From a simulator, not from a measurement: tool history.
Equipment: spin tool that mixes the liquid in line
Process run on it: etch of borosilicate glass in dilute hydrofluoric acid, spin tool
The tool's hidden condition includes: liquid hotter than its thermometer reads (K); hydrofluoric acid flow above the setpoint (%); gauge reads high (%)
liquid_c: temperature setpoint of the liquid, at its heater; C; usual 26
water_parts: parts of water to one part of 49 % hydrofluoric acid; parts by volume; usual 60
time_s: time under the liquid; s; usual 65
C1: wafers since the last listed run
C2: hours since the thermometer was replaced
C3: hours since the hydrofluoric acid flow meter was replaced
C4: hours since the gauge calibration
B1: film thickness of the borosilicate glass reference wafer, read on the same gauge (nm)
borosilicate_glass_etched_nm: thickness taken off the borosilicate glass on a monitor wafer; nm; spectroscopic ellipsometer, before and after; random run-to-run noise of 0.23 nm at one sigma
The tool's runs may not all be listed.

{"run": 1, "hour": 0.0, "liquid_c": 26, "water_parts": 60, "time_s": 40, "C1": 0, "C2": 377, "C3": 513, "C4": 1571.1, "B1": 120.01, "borosilicate_glass_etched_nm": 19.63}
{"run": 2, "hour": 40.6, "liquid_c": 26, "water_parts": 60, "time_s": 65, "C1": 476, "C2": 417.6, "C3": 553.6, "C4": 1611.7, "B1": 120, "borosilicate_glass_etched_nm": 31.11}
{"run": 3, "hour": 93.2, "liquid_c": 26, "water_parts": 60, "time_s": 65, "C1": 616, "C2": 470.2, "C3": 606.2, "C4": 1664.3, "B1": 120.02, "borosilicate_glass_etched_nm": 31.75}
{"run": 4, "hour": 127.6, "liquid_c": 26, "water_parts": 60, "time_s": 65, "C1": 403, "C2": 504.6, "C3": 640.6, "C4": 1698.7, "B1": 120, "borosilicate_glass_etched_nm": 31.49}
{"hour": 175.3, "done": "thermometer replaced"}
{"run": 5, "hour": 181.6, "liquid_c": 26, "water_parts": 60, "time_s": 65, "C1": 621, "C2": 6.3, "C3": 694.6, "C4": 1752.7, "B1": 120, "borosilicate_glass_etched_nm": 31.53}
{"run": 6, "hour": 212.0, "liquid_c": 26, "water_parts": 60, "time_s": 65, "C1": 356, "C2": 36.7, "C3": 725, "C4": 1783.1, "B1": 119.99, "borosilicate_glass_etched_nm": 31.19}
{"run": 7, "hour": 280.0, "liquid_c": 26, "water_parts": 60, "time_s": 65, "C1": 797, "C2": 104.7, "C3": 793, "C4": 1851.1, "B1": 120.01, "borosilicate_glass_etched_nm": 31.52}
{"run": 8, "hour": 340.2, "liquid_c": 26, "water_parts": 60, "time_s": 65, "C1": 705, "C2": 164.9, "C3": 853.2, "C4": 1911.3, "B1": 120, "borosilicate_glass_etched_nm": 31.68}
{"run": 9, "hour": 387.7, "liquid_c": 26, "water_parts": 60, "time_s": 65, "C1": 557, "C2": 212.4, "C3": 900.7, "C4": 1958.8, "B1": 120, "borosilicate_glass_etched_nm": 31.81}
{"run": 10, "hour": 438.7, "liquid_c": 26, "water_parts": 60, "time_s": 65, "C1": 598, "C2": 263.4, "C3": 951.7, "C4": 2009.8, "B1": 120, "borosilicate_glass_etched_nm": 31.59}
{"run": 11, "hour": 508.5, "liquid_c": 29, "water_parts": 70, "time_s": 65, "C1": 818, "C2": 333.2, "C3": 1021.5, "C4": 2079.6, "B1": 120.02, "borosilicate_glass_etched_nm": 30.09}
{"run": 12, "hour": 579.5, "liquid_c": 23, "water_parts": 60, "time_s": 85, "C1": 832, "C2": 404.2, "C3": 1092.5, "C4": 2150.6, "B1": 120, "borosilicate_glass_etched_nm": 36}
{"run": 13, "hour": 619.4, "liquid_c": 26, "water_parts": 60, "time_s": 65, "C1": 467, "C2": 444.1, "C3": 1132.4, "C4": 2190.5, "B1": 120, "borosilicate_glass_etched_nm": 31.83}
{"run": 14, "hour": 670.2, "liquid_c": 22.5, "water_parts": 60, "time_s": 65, "C1": 595, "C2": 494.9, "C3": 1183.2, "C4": 2241.3, "B1": 119.99, "borosilicate_glass_etched_nm": 27.48}
{"run": 15, "hour": 717.0, "liquid_c": 26, "water_parts": 70, "time_s": 95, "C1": 548, "C2": 541.7, "C3": 1230, "C4": 2288.1, "B1": 120, "borosilicate_glass_etched_nm": 38.87}
{"hour": 744.4, "done": "thermometer replaced"}
{"run": 16, "hour": 782.3, "liquid_c": 24.5, "water_parts": 80, "time_s": 90, "C1": 754, "C2": 37.9, "C3": 1295.3, "C4": 2353.4, "B1": 119.98, "borosilicate_glass_etched_nm": 29.83}
{"hour": 790.4, "done": "hydrofluoric acid flow meter replaced"}
{"run": 17, "hour": 823.7, "liquid_c": 26, "water_parts": 60, "time_s": 65, "C1": 473, "C2": 79.3, "C3": 33.3, "C4": 2394.8, "B1": 119.98, "borosilicate_glass_etched_nm": 31.26}
{"run": 18, "hour": 852.0, "liquid_c": 26, "water_parts": 60, "time_s": 65, "C1": 331, "C2": 107.6, "C3": 61.6, "C4": 2423.1, "B1": 120.01, "borosilicate_glass_etched_nm": 31.45}
{"run": 19, "hour": 917.2, "liquid_c": 21.5, "water_parts": 70, "time_s": 85, "C1": 764, "C2": 172.8, "C3": 126.8, "C4": 2488.3, "B1": 120, "borosilicate_glass_etched_nm": 29.46}
{"run": 20, "hour": 966.8, "liquid_c": 24, "water_parts": 90, "time_s": 90, "C1": 581, "C2": 222.4, "C3": 176.4, "C4": 2537.9, "B1": 119.98, "borosilicate_glass_etched_nm": 25.63}
{"run": 21, "hour": 1037.6, "liquid_c": 26, "water_parts": 60, "time_s": 75, "C1": 830, "C2": 293.2, "C3": 247.2, "C4": 2608.7, "B1": 119.99, "borosilicate_glass_etched_nm": 36.99}
{"run": 22, "hour": 1062.8, "liquid_c": 31, "water_parts": 60, "time_s": 65, "C1": 295, "C2": 318.4, "C3": 272.4, "C4": 2633.9, "B1": 119.99, "borosilicate_glass_etched_nm": 39.09}
{"hour": 1129.5, "done": "gauge calibrated"}
{"run": 23, "hour": 1161.4, "liquid_c": 21.5, "water_parts": 80, "time_s": 65, "C1": 1156, "C2": 417, "C3": 371, "C4": 31.9, "B1": 120, "borosilicate_glass_etched_nm": 19.2}
{"run": 24, "hour": 1218.6, "liquid_c": 23, "water_parts": 60, "time_s": 85, "C1": 670, "C2": 474.2, "C3": 428.2, "C4": 89.1, "B1": 120, "borosilicate_glass_etched_nm": 36.56}
{"run": 25, "hour": 1287.9, "liquid_c": 26, "water_parts": 90, "time_s": 80, "C1": 812, "C2": 543.5, "C3": 497.5, "C4": 158.4, "B1": 120, "borosilicate_glass_etched_nm": 24.39}
{"run": 26, "hour": 1319.4, "liquid_c": 26, "water_parts": 60, "time_s": 65, "C1": 369, "C2": 575, "C3": 529, "C4": 189.9, "B1": 120, "borosilicate_glass_etched_nm": 31.32}
{"hour": 1371.2, "done": "thermometer replaced"}
{"run": 27, "hour": 1504.1, "liquid_c": 26, "water_parts": 60, "time_s": 65, "C1": 2154, "C2": 132.9, "C3": 713.7, "C4": 374.6, "B1": 120, "borosilicate_glass_etched_nm": 31.47}
{"run": 28, "hour": 1540.4, "liquid_c": 26, "water_parts": 70, "time_s": 65, "C1": 425, "C2": 169.2, "C3": 750, "C4": 410.9, "B1": 120.01, "borosilicate_glass_etched_nm": 26.59}
{"run": 29, "hour": 1578.6, "liquid_c": 22.5, "water_parts": 45, "time_s": 80, "C1": 447, "C2": 207.4, "C3": 788.2, "C4": 449.1, "B1": 120, "borosilicate_glass_etched_nm": 45.5}
{"run": 30, "hour": 1606.5, "liquid_c": 26, "water_parts": 60, "time_s": 65, "C1": 327, "C2": 235.3, "C3": 816.1, "C4": 477, "B1": 120, "borosilicate_glass_etched_nm": 31.46}
{"run": 31, "hour": 1667.5, "liquid_c": 26, "water_parts": 60, "time_s": 65, "C1": 715, "C2": 296.3, "C3": 877.1, "C4": 538, "B1": 120, "borosilicate_glass_etched_nm": 31.53}
{"run": 32, "hour": 1738.1, "liquid_c": 26, "water_parts": 60, "time_s": 65, "C1": 827, "C2": 366.9, "C3": 947.7, "C4": 608.6, "B1": 120, "borosilicate_glass_etched_nm": 31.37}
{"run": 33, "hour": 1797.1, "liquid_c": 24, "water_parts": 90, "time_s": 80, "C1": 691, "C2": 425.9, "C3": 1006.7, "C4": 667.6, "B1": 120, "borosilicate_glass_etched_nm": 23.05}

Branching from run 33: 4 alternative next runs. What would each branch give?
{"run": "A", "hour": 1797.5, "liquid_c": 22, "water_parts": 60, "time_s": 65, "C1": 4, "C2": 426.3, "C3": 1007.1, "C4": 668, "B1": "?", "borosilicate_glass_etched_nm": "?"}
{"run": "B", "hour": 1797.5, "liquid_c": 30, "water_parts": 75, "time_s": 65, "C1": 4, "C2": 426.3, "C3": 1007.1, "C4": 668, "B1": "?", "borosilicate_glass_etched_nm": "?"}
{"run": "C", "hour": 1797.5, "liquid_c": 23, "water_parts": 60, "time_s": 30, "C1": 4, "C2": 426.3, "C3": 1007.1, "C4": 668, "B1": "?", "borosilicate_glass_etched_nm": "?"}
{"run": "D", "hour": 1797.5, "liquid_c": 28.5, "water_parts": 80, "time_s": 95, "C1": 4, "C2": 426.3, "C3": 1007.1, "C4": 668, "B1": "?", "borosilicate_glass_etched_nm": "?"}

run=A B1=120.01 borosilicate_glass_etched_nm=26.76
run=B B1=120.01 borosilicate_glass_etched_nm=28.87
run=C B1=120.01 borosilicate_glass_etched_nm=12.87
run=D B1=120.01 borosilicate_glass_etched_nm=37.07
With no hidden state in the tool, these same runs would have given:
run=A borosilicate_glass_etched_nm=26.76
run=B borosilicate_glass_etched_nm=28.87
run=C borosilicate_glass_etched_nm=12.87
run=D borosilicate_glass_etched_nm=37.07
